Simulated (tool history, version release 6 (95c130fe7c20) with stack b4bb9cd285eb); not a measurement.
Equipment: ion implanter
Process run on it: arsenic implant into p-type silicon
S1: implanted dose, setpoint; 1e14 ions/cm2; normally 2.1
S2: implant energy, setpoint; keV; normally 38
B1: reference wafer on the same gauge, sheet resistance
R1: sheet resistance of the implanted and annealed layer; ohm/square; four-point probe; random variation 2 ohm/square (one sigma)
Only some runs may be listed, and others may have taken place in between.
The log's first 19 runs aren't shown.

run,hour,S1,S2,B1,R1
# hour 1724: extraction supply calibrated
20,1805.1,2.71,38,334.74,305
# hour 1905.9: Faraday cup replaced and dose calibrated
21,1907.4,1.94,46,334.95,371.92
# hour 1933.1: gauge calibrated
22,1982.9,2.1,38,335.39,366.5
23,2062.8,1.64,31,335.04,453.65
24,2122.8,2.1,38,334.94,364.86
25,2195.3,1.66,26.5,335.05,463.17
26,2247.2,2.1,47,335.53,351.96
27,2325.6,2.45,33.5,335.19,337.31
28,2401.6,2.1,38,335.07,365.01
29,2445.2,2.29,38,334.84,345.28
# hour 2521.4: Faraday cup replaced and dose calibrated
30,2530.8,2.64,44,334.91,304.99
31,2620.9,2.1,50.5,334.76,350.2
32,2681.7,2.33,38,335.53,339.63
33,2723,2.1,38,334.84,367.34
34,2783.3,2.72,44.5,334.6,297.04

Forecast each of these 5 alternatives for the next run:
A,2783.7,2.1,38,?,?
B,2783.7,2.39,42,?,?
C,2783.7,2.65,44,?,?
D,2783.7,1.86,43,?,?
E,2783.7,2.68,50,?,?

run,B1,R1
A,334.97,366.86
B,334.97,329
C,334.97,303.11
D,334.97,391.91
E,334.97,294.69
Without the tool's unlogged condition, the same runs would have read:
run,R1
A,366.86
B,329
C,303.11
D,391.91
E,294.69

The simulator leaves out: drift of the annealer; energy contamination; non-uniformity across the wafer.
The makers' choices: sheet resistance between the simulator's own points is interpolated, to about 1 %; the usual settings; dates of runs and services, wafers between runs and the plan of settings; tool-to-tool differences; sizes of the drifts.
